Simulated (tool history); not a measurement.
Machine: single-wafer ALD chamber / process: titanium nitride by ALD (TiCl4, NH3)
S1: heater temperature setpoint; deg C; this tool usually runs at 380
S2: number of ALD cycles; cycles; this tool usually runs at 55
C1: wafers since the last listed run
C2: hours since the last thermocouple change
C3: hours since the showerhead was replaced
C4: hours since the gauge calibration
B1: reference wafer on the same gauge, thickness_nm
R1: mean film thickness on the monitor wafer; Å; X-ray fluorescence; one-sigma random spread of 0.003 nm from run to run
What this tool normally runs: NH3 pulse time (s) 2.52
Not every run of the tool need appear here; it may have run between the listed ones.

Run 1, hour 0: usual settings; C1 0; C2 869; C3 4380.5; C4 154.1; B1 1.276. Result: R1 11.85 Å.
Run 2, hour 17.6: usual settings; C1 44; C2 886.6; C3 4398.1; C4 171.7; B1 1.275. Result: R1 11.91 Å.
Run 3, hour 36.6: usual settings; C1 48; C2 905.6; C3 4417.1; C4 190.7; B1 1.274. Result: R1 11.89 Å.
Run 4, hour 67.7: usual settings; C1 78; C2 936.7; C3 4448.2; C4 221.8; B1 1.272. Result: R1 11.83 Å.
Run 5, hour 93.6: usual settings; C1 65; C2 962.6; C3 4474.1; C4 247.7; B1 1.272. Result: R1 11.86 Å.
Run 6, hour 122.6: usual settings but S1 373 deg C; C1 73; C2 991.6; C3 4503.1; C4 276.7; B1 1.272. Result: R1 11.77 Å.
Run 7, hour 134.9: usual settings but S1 373 deg C; C1 31; C2 1003.9; C3 4515.4; C4 289; B1 1.27. Result: R1 11.83 Å.
Run 8, hour 160.9: usual settings but S1 373 deg C; C1 65; C2 1029.9; C3 4541.4; C4 315; B1 1.271. Result: R1 11.78 Å.
Run 9, hour 187.3: usual settings; C1 67; C2 1056.3; C3 4567.8; C4 341.4; B1 1.27. Result: R1 11.82 Å.
Run 10, hour 212: usual settings but S1 370 deg C, S2 60 cycles, NH3 pulse time (s) 3.25; C1 62; C2 1081; C3 4592.5; C4 366.1; B1 1.27. Result: R1 12.97 Å.
At hour 233.4: showerhead replaced.
Run 11, hour 233.9: usual settings but S1 395 deg C, NH3 pulse time (s) 1.91; C1 35; C2 1102.9; C3 0.5; C4 388; B1 1.27. Result: R1 11.75 Å.
Run 12, hour 266.4: usual settings but S1 371 deg C; C1 82; C2 1135.4; C3 33; C4 420.5; B1 1.27. Result: R1 11.76 Å.
At hour 282.6: thermocouple changed; heater temperature recalibrated.
At hour 295.5: gauge calibrated.
Run 13, hour 298: usual settings but S1 370 deg C, NH3 pulse time (s) 3.1; C1 59; C2 15.4; C3 64.6; C4 2.5; B1 1.291. Result: R1 12.04 Å.
Run 14, hour 310: usual settings but S2 58 cycles, NH3 pulse time (s) 1.55; C1 30; C2 27.4; C3 76.6; C4 14.5; B1 1.288. Result: R1 12.26 Å.
Run 15, hour 384.3: usual settings; C1 188; C2 101.7; C3 150.9; C4 88.8; B1 1.281. Result: R1 11.96 Å.
Run 16, hour 414.1: usual settings but S1 375 deg C, S2 44 cycles; C1 75; C2 131.5; C3 180.7; C4 118.6; B1 1.279. Result: R1 9.49 Å.
Run 17, hour 429.7: usual settings but S2 62 cycles; C1 39; C2 147.1; C3 196.3; C4 134.2; B1 1.276. Result: R1 13.39 Å.
Run 18, hour 452.9: usual settings; C1 58; C2 170.3; C3 219.5; C4 157.4; B1 1.275. Result: R1 11.9 Å.

5 options for the next run, each taken on its own from the tool as it stands now. Forecast them:
Run A, hour 453.4: usual settings but NH3 pulse time (s) 3.44; C1 1; C2 170.8; C3 220; C4 157.9; B1 ?. Result: R1 ?.
Run B, hour 453.4: usual settings but S2 51 cycles, NH3 pulse time (s) 3.49; C1 1; C2 170.8; C3 220; C4 157.9; B1 ?. Result: R1 ?.
Run C, hour 453.4: usual settings but S1 390 deg C, S2 60 cycles, NH3 pulse time (s) 2.23; C1 1; C2 170.8; C3 220; C4 157.9; B1 ?. Result: R1 ?.
Run D, hour 453.4: usual settings but NH3 pulse time (s) 3.51; C1 1; C2 170.8; C3 220; C4 157.9; B1 ?. Result: R1 ?.
Run E, hour 453.4: usual settings but S2 58 cycles, NH3 pulse time (s) 3.08; C1 1; C2 170.8; C3 220; C4 157.9; B1 ?. Result: R1 ?.

run     B1     R1
  A  1.274  12.09
  B  1.274  11.22
  C  1.274     13
  D  1.274  12.11
  E  1.274  12.69
The same runs, with their run-to-run variation unchanged, on a tool lacking any hidden condition would have given:
run     R1
  A  12.23
  B  11.34
  C  13.14
  D  12.24
  E  12.83
